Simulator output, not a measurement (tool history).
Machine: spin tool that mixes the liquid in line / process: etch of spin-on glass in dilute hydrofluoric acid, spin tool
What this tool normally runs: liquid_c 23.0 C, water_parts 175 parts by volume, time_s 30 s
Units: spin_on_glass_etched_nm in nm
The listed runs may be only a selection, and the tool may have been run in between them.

run,hour,liquid_c,water_parts,time_s,"read-back film thickness of the spin-on glass reference wafer, read on the same gauge (nm)",spin_on_glass_etched_nm
1,0.0,25.5,175,30,129.98,8.66
2,58.5,25.5,175,30,129.98,8.61
# hour 87.9: gauge calibrated
3,91.5,25.5,175,30,129.98,8.62
4,129.5,23.0,175,20,130.01,5.22
5,166.7,23.0,175,20,130.02,5.21
6,220.8,23.0,175,20,130.04,5.25
7,246.9,23.0,175,30,129.98,7.83
8,298.4,23.0,175,25,130.01,6.47
9,327.0,23.0,175,30,129.98,7.82
10,373.8,23.0,175,30,129.97,7.75
11,407.3,26.0,130,30,130.02,12.23
12,450.9,23.0,200,40,129.99,8.81
13,516.4,23.0,175,30,129.96,7.80
14,556.1,23.0,175,30,130.03,7.68
# hour 575.2: gauge calibrated
15,622.9,21.5,175,40,130.02,9.81
# hour 653.9: hydrofluoric acid flow meter replaced
# hour 665.8: thermometer replaced
16,688.1,18.0,175,15,130.01,3.41
17,715.1,23.0,100,30,129.97,15.82
18,780.8,23.0,175,30,130.00,8.39
19,837.1,27.0,205,15,129.98,3.95
20,888.0,20.5,175,30,130.00,7.49
21,928.3,19.0,125,40,130.00,13.76

Here are 5 independent what-if runs from the current tool condition. What would each one return?
A,928.7,23.0,175,30,?,?
B,928.7,23.0,175,15,?,?
C,928.7,25.0,260,15,?,?
D,928.7,23.0,175,50,?,?
E,928.7,23.0,95,20,?,?

run,"read-back film thickness of the spin-on glass reference wafer, read on the same gauge (nm)",spin_on_glass_etched_nm
A,129.99,8.17
B,129.99,4.09
C,129.99,2.70
D,129.99,13.62
E,129.99,11.01
Without the tool's hidden state the same runs would have given:
run,spin_on_glass_etched_nm
A,8.27
B,4.14
C,2.74
D,13.79
E,11.13
